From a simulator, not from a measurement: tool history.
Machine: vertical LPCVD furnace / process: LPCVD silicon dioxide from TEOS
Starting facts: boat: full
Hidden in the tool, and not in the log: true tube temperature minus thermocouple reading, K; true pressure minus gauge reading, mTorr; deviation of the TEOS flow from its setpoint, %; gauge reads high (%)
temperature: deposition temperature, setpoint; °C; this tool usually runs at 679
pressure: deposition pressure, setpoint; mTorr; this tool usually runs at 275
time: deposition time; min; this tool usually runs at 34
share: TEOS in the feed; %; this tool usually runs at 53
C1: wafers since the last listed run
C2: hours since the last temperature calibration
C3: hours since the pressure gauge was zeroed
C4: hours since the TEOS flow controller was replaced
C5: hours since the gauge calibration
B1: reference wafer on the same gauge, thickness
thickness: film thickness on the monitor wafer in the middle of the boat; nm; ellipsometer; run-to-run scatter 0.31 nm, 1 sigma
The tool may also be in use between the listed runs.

{"run": 1, "hour": 0.0, "temperature": 679, "pressure": 275, "time": 34, "share": 53, "C1": 0, "C2": 2389.7, "C3": 4014.7, "C4": 2891.8, "C5": 381.3, "B1": 119.02, "thickness": 130.82}
{"run": 2, "hour": 17.7, "temperature": 679, "pressure": 275, "time": 34, "share": 53, "C1": 402, "C2": 2407.4, "C3": 4032.4, "C4": 2909.5, "C5": 399, "B1": 119.07, "thickness": 131.03}
{"run": 3, "hour": 30.6, "temperature": 679, "pressure": 275, "time": 34, "share": 53, "C1": 293, "C2": 2420.3, "C3": 4045.3, "C4": 2922.4, "C5": 411.9, "B1": 119.01, "thickness": 130.22}
{"run": 4, "hour": 59.6, "temperature": 679, "pressure": 275, "time": 34, "share": 53, "C1": 660, "C2": 2449.3, "C3": 4074.3, "C4": 2951.4, "C5": 440.9, "B1": 119.01, "thickness": 130.77}
{"run": 5, "hour": 90.4, "temperature": 679, "pressure": 275, "time": 34, "share": 53, "C1": 701, "C2": 2480.1, "C3": 4105.1, "C4": 2982.2, "C5": 471.7, "B1": 118.97, "thickness": 131.05}
{"run": 6, "hour": 119.4, "temperature": 679, "pressure": 275, "time": 34, "share": 56, "C1": 660, "C2": 2509.1, "C3": 4134.1, "C4": 3011.2, "C5": 500.7, "B1": 119, "thickness": 134.32}
{"run": 7, "hour": 132.7, "temperature": 679, "pressure": 275, "time": 34, "share": 56, "C1": 302, "C2": 2522.4, "C3": 4147.4, "C4": 3024.5, "C5": 514, "B1": 118.94, "thickness": 134.53}
{"run": 8, "hour": 152.5, "temperature": 679, "pressure": 275, "time": 34, "share": 53, "C1": 450, "C2": 2542.2, "C3": 4167.2, "C4": 3044.3, "C5": 533.8, "B1": 119.03, "thickness": 130.39}
{"run": 9, "hour": 177.2, "temperature": 679, "pressure": 275, "time": 34, "share": 53, "C1": 562, "C2": 2566.9, "C3": 4191.9, "C4": 3069, "C5": 558.5, "B1": 118.99, "thickness": 130.85}
{"run": 10, "hour": 210.5, "temperature": 679, "pressure": 275, "time": 34, "share": 53, "C1": 758, "C2": 2600.2, "C3": 4225.2, "C4": 3102.3, "C5": 591.8, "B1": 118.94, "thickness": 130.65}
{"run": 11, "hour": 228.0, "temperature": 679, "pressure": 275, "time": 34, "share": 53, "C1": 398, "C2": 2617.7, "C3": 4242.7, "C4": 3119.8, "C5": 609.3, "B1": 119, "thickness": 131.27}
{"run": 12, "hour": 257.0, "temperature": 679, "pressure": 275, "time": 34, "share": 53, "C1": 660, "C2": 2646.7, "C3": 4271.7, "C4": 3148.8, "C5": 638.3, "B1": 119.02, "thickness": 131.06}
{"hour": 271.3, "done": "gauge calibrated"}
{"run": 13, "hour": 283.6, "temperature": 679, "pressure": 275, "time": 34, "share": 53, "C1": 605, "C2": 2673.3, "C3": 4298.3, "C4": 3175.4, "C5": 12.3, "B1": 119.02, "thickness": 130.89}
{"run": 14, "hour": 318.2, "temperature": 679, "pressure": 275, "time": 34, "share": 53, "C1": 787, "C2": 2707.9, "C3": 4332.9, "C4": 3210, "C5": 46.9, "B1": 119.01, "thickness": 130.7}
{"run": 15, "hour": 353.2, "temperature": 679, "pressure": 275, "time": 34, "share": 53, "C1": 796, "C2": 2742.9, "C3": 4367.9, "C4": 3245, "C5": 81.9, "B1": 118.95, "thickness": 130.67}
{"run": 16, "hour": 386.7, "temperature": 679, "pressure": 240, "time": 46, "share": 49, "C1": 762, "C2": 2776.4, "C3": 4401.4, "C4": 3278.5, "C5": 115.4, "B1": 118.99, "thickness": 159.56}
{"run": 17, "hour": 413.4, "temperature": 670, "pressure": 330, "time": 24.5, "share": 59, "C1": 607, "C2": 2803.1, "C3": 4428.1, "C4": 3305.2, "C5": 142.1, "B1": 119.03, "thickness": 87.54}
{"run": 18, "hour": 442.6, "temperature": 675, "pressure": 300, "time": 45, "share": 59, "C1": 664, "C2": 2832.3, "C3": 4457.3, "C4": 3334.4, "C5": 171.3, "B1": 118.97, "thickness": 173.2}
{"run": 19, "hour": 454.9, "temperature": 679, "pressure": 275, "time": 34, "share": 53, "C1": 280, "C2": 2844.6, "C3": 4469.6, "C4": 3346.7, "C5": 183.6, "B1": 119.03, "thickness": 131.3}

For run 20, what comes out?
{"run": 20, "hour": 480.7, "temperature": 679, "pressure": 275, "time": 24.5, "share": 53, "C1": 587, "C2": 2870.4, "C3": 4495.4, "C4": 3372.5, "C5": 209.4, "B1": "?", "thickness": "?"}

For run 20 the tool returned B1 119, thickness 94.63 nm.
Without the tool's hidden state the same run would have given thickness 86.35 nm.
